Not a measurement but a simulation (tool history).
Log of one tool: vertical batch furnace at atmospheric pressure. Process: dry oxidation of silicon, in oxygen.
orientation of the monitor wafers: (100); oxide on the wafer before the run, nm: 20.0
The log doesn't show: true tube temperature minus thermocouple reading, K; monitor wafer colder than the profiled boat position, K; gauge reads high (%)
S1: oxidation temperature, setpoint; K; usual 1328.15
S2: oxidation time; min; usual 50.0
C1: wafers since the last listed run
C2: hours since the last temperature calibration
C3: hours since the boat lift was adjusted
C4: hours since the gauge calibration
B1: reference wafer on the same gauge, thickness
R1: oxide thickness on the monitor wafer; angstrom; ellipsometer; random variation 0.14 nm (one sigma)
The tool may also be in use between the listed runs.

run 1 hour=0.0 | S1=1328.15 S2=50.0 | C1=0 C2=2621.7 C3=2300.5 C4=334.1 | B1=78.57 | R1=798.7
run 2 hour=22.8 | S1=1328.15 S2=50.0 | C1=256 C2=2644.5 C3=2323.3 C4=356.9 | B1=78.58 | R1=798.7
run 3 hour=55.5 | S1=1328.15 S2=50.0 | C1=368 C2=2677.2 C3=2356.0 C4=389.6 | B1=78.65 | R1=798.2
run 4 hour=69.4 | S1=1328.15 S2=50.0 | C1=156 C2=2691.1 C3=2369.9 C4=403.5 | B1=78.56 | R1=801.1
run 5 hour=83.0 | S1=1328.15 S2=50.0 | C1=153 C2=2704.7 C3=2383.5 C4=417.1 | B1=78.60 | R1=800.0
run 6 hour=96.9 | S1=1328.15 S2=50.0 | C1=156 C2=2718.6 C3=2397.4 C4=431.0 | B1=78.61 | R1=800.0
run 7 hour=111.3 | S1=1328.15 S2=50.0 | C1=162 C2=2733.0 C3=2411.8 C4=445.4 | B1=78.61 | R1=799.6
-- hour=138.9 gauge calibrated
run 8 hour=145.1 | S1=1328.15 S2=50.0 | C1=380 C2=2766.8 C3=2445.6 C4=6.2 | B1=78.57 | R1=800.1
run 9 hour=169.8 | S1=1328.15 S2=50.0 | C1=278 C2=2791.5 C3=2470.3 C4=30.9 | B1=78.60 | R1=797.9
run 10 hour=194.0 | S1=1328.15 S2=50.0 | C1=272 C2=2815.7 C3=2494.5 C4=55.1 | B1=78.59 | R1=798.7
run 11 hour=212.3 | S1=1328.15 S2=50.0 | C1=206 C2=2834.0 C3=2512.8 C4=73.4 | B1=78.58 | R1=800.7
run 12 hour=233.1 | S1=1328.15 S2=50.0 | C1=234 C2=2854.8 C3=2533.6 C4=94.2 | B1=78.63 | R1=799.5
run 13 hour=258.7 | S1=1328.15 S2=50.0 | C1=288 C2=2880.4 C3=2559.2 C4=119.8 | B1=78.58 | R1=802.0
run 14 hour=287.3 | S1=1328.15 S2=50.0 | C1=322 C2=2909.0 C3=2587.8 C4=148.4 | B1=78.65 | R1=798.3
run 15 hour=304.0 | S1=1328.15 S2=50.0 | C1=188 C2=2925.7 C3=2604.5 C4=165.1 | B1=78.54 | R1=803.0
run 16 hour=339.6 | S1=1328.15 S2=59.5 | C1=400 C2=2961.3 C3=2640.1 C4=200.7 | B1=78.60 | R1=886.5
run 17 hour=361.4 | S1=1328.15 S2=50.0 | C1=245 C2=2983.1 C3=2661.9 C4=222.5 | B1=78.60 | R1=800.9
run 18 hour=389.2 | S1=1317.15 S2=35.5 | C1=313 C2=3010.9 C3=2689.7 C4=250.3 | B1=78.57 | R1=612.1
run 19 hour=417.3 | S1=1310.15 S2=50.0 | C1=316 C2=3039.0 C3=2717.8 C4=278.4 | B1=78.54 | R1=700.2
run 20 hour=430.0 | S1=1328.15 S2=50.0 | C1=143 C2=3051.7 C3=2730.5 C4=291.1 | B1=78.62 | R1=801.7
run 21 hour=451.1 | S1=1328.15 S2=50.0 | C1=237 C2=3072.8 C3=2751.6 C4=312.2 | B1=78.61 | R1=803.3
run 22 hour=481.7 | S1=1328.15 S2=50.0 | C1=344 C2=3103.4 C3=2782.2 C4=342.8 | B1=78.53 | R1=804.3
run 23 hour=515.1 | S1=1348.15 S2=34.5 | C1=376 C2=3136.8 C3=2815.6 C4=376.2 | B1=78.57 | R1=751.2
-- hour=560.3 boat lift adjusted
-- hour=580.3 thermocouples replaced and temperature profile calibrated
run 24 hour=580.8 | S1=1318.15 S2=62.0 | C1=244 C2=0.5 C3=20.5 C4=441.9 | B1=78.63 | R1=820.8
-- hour=589.1 gauge calibrated
run 25 hour=640.2 | S1=1328.15 S2=50.0 | C1=669 C2=59.9 C3=79.9 C4=51.1 | B1=78.57 | R1=781.7
run 26 hour=658.4 | S1=1328.15 S2=31.0 | C1=204 C2=78.1 C3=98.1 C4=69.3 | B1=78.62 | R1=602.1
run 27 hour=689.6 | S1=1339.15 S2=50.0 | C1=351 C2=109.3 C3=129.3 C4=100.5 | B1=78.61 | R1=845.5
run 28 hour=709.8 | S1=1328.15 S2=50.0 | C1=227 C2=129.5 C3=149.5 C4=120.7 | B1=78.62 | R1=777.2
run 29 hour=738.9 | S1=1309.15 S2=39.5 | C1=327 C2=158.6 C3=178.6 C4=149.8 | B1=78.65 | R1=595.3
run 30 hour=772.4 | S1=1307.15 S2=62.5 | C1=377 C2=192.1 C3=212.1 C4=183.3 | B1=78.58 | R1=754.1

The same runs without the tool's hidden state, with the same run-to-run variation:
run=1 R1=777.5
run=2 R1=777.3
run=3 R1=776.6
run=4 R1=779.3
run=5 R1=778.2
run=6 R1=778.0
run=7 R1=777.6
run=8 R1=777.8
run=9 R1=775.4
run=10 R1=776.0
run=11 R1=777.9
run=12 R1=776.5
run=13 R1=778.8
run=14 R1=774.9
run=15 R1=779.3
run=16 R1=859.9
run=17 R1=776.8
run=18 R1=593.8
run=19 R1=678.1
run=20 R1=777.1
run=21 R1=778.5
run=22 R1=779.2
run=23 R1=729.0
run=24 R1=818.5
run=25 R1=779.1
run=26 R1=600.1
run=27 R1=842.4
run=28 R1=774.1
run=29 R1=592.8
run=30 R1=750.4
